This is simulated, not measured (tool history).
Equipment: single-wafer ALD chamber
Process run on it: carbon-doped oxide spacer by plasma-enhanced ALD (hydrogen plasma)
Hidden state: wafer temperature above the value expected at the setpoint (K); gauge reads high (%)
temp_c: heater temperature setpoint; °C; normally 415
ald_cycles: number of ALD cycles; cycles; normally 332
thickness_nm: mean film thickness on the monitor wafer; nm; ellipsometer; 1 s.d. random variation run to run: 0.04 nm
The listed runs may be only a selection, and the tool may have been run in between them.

run,hour,temp_c,ald_cycles,wafers since the last listed run,hours since the last thermocouple change,hours since the gauge calibration,"read-back reference wafer on the same gauge, thickness_nm",thickness_nm
1,0.0,415,282,0,2144.1,696.9,16.799,13.720
2,39.9,415,282,44,2184.0,736.8,16.789,13.772
3,145.7,415,332,118,2289.8,842.6,16.798,16.142
4,219.7,415,332,83,2363.8,916.6,16.789,16.140
5,279.2,415,332,66,2423.3,976.1,16.796,16.251
6,357.3,415,332,87,2501.4,1054.2,16.801,16.249
7,442.0,415,332,95,2586.1,1138.9,16.804,16.208
8,491.8,415,332,55,2635.9,1188.7,16.795,16.271
9,533.3,415,332,46,2677.4,1230.2,16.804,16.253
10,747.4,415,332,240,2891.5,1444.3,16.817,16.317
11,796.3,405,332,54,2940.4,1493.2,16.783,16.809
# hour 815.2: gauge calibrated
# hour 849.9: thermocouple changed; heater temperature recalibrated
12,918.7,421,288,128,68.8,103.5,16.795,13.610
13,1026.3,415,332,120,176.4,211.1,16.800,15.950
14,1084.0,415,390,64,234.1,268.8,16.811,18.800
15,1147.4,404,312,71,297.5,332.2,16.812,15.624
16,1199.4,415,332,58,349.5,384.2,16.811,16.039
17,1279.2,420,282,89,429.3,464.0,16.801,13.363

What will run 18 give?
18,1326.9,421,276,53,477.0,511.7,?,?

{"run 18": {"read-back reference wafer on the same gauge, thickness_nm": 16.81, "thickness_nm": 13.093}}
With no hidden state in the tool, this same run would have given thickness_nm 13.083 nm.

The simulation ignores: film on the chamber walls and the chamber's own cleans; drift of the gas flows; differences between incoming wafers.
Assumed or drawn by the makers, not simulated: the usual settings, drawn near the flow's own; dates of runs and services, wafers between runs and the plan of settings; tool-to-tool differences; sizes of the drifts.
